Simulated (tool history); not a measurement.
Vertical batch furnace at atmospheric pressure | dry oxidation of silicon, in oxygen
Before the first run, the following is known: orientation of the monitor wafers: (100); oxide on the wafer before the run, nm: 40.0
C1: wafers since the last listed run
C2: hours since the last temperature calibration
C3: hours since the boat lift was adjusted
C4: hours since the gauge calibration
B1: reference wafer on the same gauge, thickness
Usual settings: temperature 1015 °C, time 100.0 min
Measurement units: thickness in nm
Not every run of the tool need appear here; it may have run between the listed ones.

run 1 day=0.000 | temperature=1015 time=100.0 | C1=0 C2=1900.1 C3=1118.4 C4=488.0 | B1=112.25 | thickness=95.57
run 2 day=10.558 | temperature=1032 time=100.0 | C1=2052 C2=2153.5 C3=1371.8 C4=741.4 | B1=112.29 | thickness=105.86
run 3 day=14.612 | temperature=1015 time=100.0 | C1=788 C2=2250.8 C3=1469.1 C4=838.7 | B1=112.18 | thickness=94.95
run 4 day=18.696 | temperature=1015 time=100.0 | C1=793 C2=2348.8 C3=1567.1 C4=936.7 | B1=112.39 | thickness=94.63
run 5 day=22.471 | temperature=1015 time=100.0 | C1=733 C2=2439.4 C3=1657.7 C4=1027.3 | B1=112.36 | thickness=95.28
run 6 day=25.250 | temperature=1015 time=100.0 | C1=540 C2=2506.1 C3=1724.4 C4=1094.0 | B1=112.07 | thickness=95.27
run 7 day=28.367 | temperature=1015 time=100.0 | C1=605 C2=2580.9 C3=1799.2 C4=1168.8 | B1=112.17 | thickness=95.01
run 8 day=30.796 | temperature=1015 time=100.0 | C1=472 C2=2639.2 C3=1857.5 C4=1227.1 | B1=112.18 | thickness=94.95
run 9 day=34.000 | temperature=997 time=100.0 | C1=622 C2=2716.1 C3=1934.4 C4=1304.0 | B1=112.34 | thickness=84.51
run 10 day=38.062 | temperature=1015 time=100.0 | C1=789 C2=2813.6 C3=2031.9 C4=1401.5 | B1=112.22 | thickness=94.29
run 11 day=44.450 | temperature=1015 time=100.0 | C1=1241 C2=2966.9 C3=2185.2 C4=1554.8 | B1=112.54 | thickness=95.55
-- day=45.908 gauge calibrated
run 12 day=47.733 | temperature=1021 time=130.0 | C1=638 C2=3045.7 C3=2264.0 C4=43.8 | B1=111.99 | thickness=112.74
run 13 day=51.371 | temperature=996 time=129.5 | C1=707 C2=3133.0 C3=2351.3 C4=131.1 | B1=112.25 | thickness=95.97
run 14 day=53.754 | temperature=996 time=129.5 | C1=463 C2=3190.2 C3=2408.5 C4=188.3 | B1=112.37 | thickness=95.99
run 15 day=56.042 | temperature=996 time=129.5 | C1=444 C2=3245.1 C3=2463.4 C4=243.2 | B1=112.27 | thickness=96.04
run 16 day=59.625 | temperature=1015 time=100.0 | C1=696 C2=3331.1 C3=2549.4 C4=329.2 | B1=112.05 | thickness=94.50
run 17 day=62.412 | temperature=997 time=57.0 | C1=541 C2=3398.0 C3=2616.3 C4=396.1 | B1=112.05 | thickness=66.81
run 18 day=66.838 | temperature=1015 time=100.0 | C1=860 C2=3504.2 C3=2722.5 C4=502.3 | B1=112.04 | thickness=94.18
run 19 day=69.617 | temperature=1015 time=100.0 | C1=540 C2=3570.9 C3=2789.2 C4=569.0 | B1=112.33 | thickness=94.99
-- day=73.050 boat lift adjusted
run 20 day=73.608 | temperature=1039 time=113.0 | C1=581 C2=3666.7 C3=13.4 C4=664.8 | B1=112.28 | thickness=122.05
run 21 day=77.183 | temperature=992 time=116.0 | C1=694 C2=3752.5 C3=99.2 C4=750.6 | B1=112.28 | thickness=90.31
run 22 day=79.371 | temperature=1026 time=80.0 | C1=425 C2=3805.0 C3=151.7 C4=803.1 | B1=111.86 | thickness=93.48
-- day=81.521 thermocouples replaced and temperature profile calibrated
run 23 day=82.467 | temperature=1029 time=148.0 | C1=407 C2=22.7 C3=226.0 C4=877.4 | B1=112.41 | thickness=130.80
run 24 day=84.046 | temperature=1015 time=100.0 | C1=306 C2=60.6 C3=263.9 C4=915.3 | B1=112.43 | thickness=97.89
run 25 day=86.150 | temperature=1003 time=136.0 | C1=409 C2=111.1 C3=314.4 C4=965.8 | B1=112.08 | thickness=105.00
run 26 day=90.521 | temperature=1003 time=123.5 | C1=849 C2=216.0 C3=419.3 C4=1070.7 | B1=112.30 | thickness=99.22
run 27 day=93.950 | temperature=1031 time=54.5 | C1=666 C2=298.3 C3=501.6 C4=1153.0 | B1=112.04 | thickness=79.86
run 28 day=96.371 | temperature=1023 time=146.0 | C1=470 C2=356.4 C3=559.7 C4=1211.1 | B1=112.24 | thickness=124.28
run 29 day=105.925 | temperature=1004 time=75.5 | C1=1857 C2=585.7 C3=789.0 C4=1440.4 | B1=112.48 | thickness=78.15
run 30 day=108.767 | temperature=1029 time=148.0 | C1=552 C2=653.9 C3=857.2 C4=1508.6 | B1=112.14 | thickness=129.02

Pick out some run-to-run changes in thickness. Of each, how much would a tool without hidden state show as well, from the settings, what came in and chance, and how much is left for the hidden state and any gauge scatter not in both results compared?
What the log doesn't record here: true tube temperature minus thermocouple reading, K; monitor wafer colder than the profiled boat position, K; gauge reads high (%).
Run 16 -> 17: temperature 1015 -> 997, time 100.0 -> 57.0. thickness -27.69 nm: hidden state +1.39, all else -29.08.
Run 17 -> 18: temperature 997 -> 1015, time 57.0 -> 100.0. thickness +27.37 nm: hidden state -1.40, all else +28.77.
Run 19 -> 20: temperature 1015 -> 1039, time 100.0 -> 113.0, boat lift adjusted. thickness +27.06 nm: hidden state +2.84, all else +24.22.
Run 27 -> 28: temperature 1031 -> 1023, time 54.5 -> 146.0. thickness +44.42 nm: hidden state -0.83, all else +45.25.
Run 28 -> 29: temperature 1023 -> 1004, time 146.0 -> 75.5. thickness -46.13 nm: hidden state +0.55, all else -46.68.
Run 29 -> 30: temperature 1004 -> 1029, time 75.5 -> 148.0. thickness +50.87 nm: hidden state -1.15, all else +52.02.

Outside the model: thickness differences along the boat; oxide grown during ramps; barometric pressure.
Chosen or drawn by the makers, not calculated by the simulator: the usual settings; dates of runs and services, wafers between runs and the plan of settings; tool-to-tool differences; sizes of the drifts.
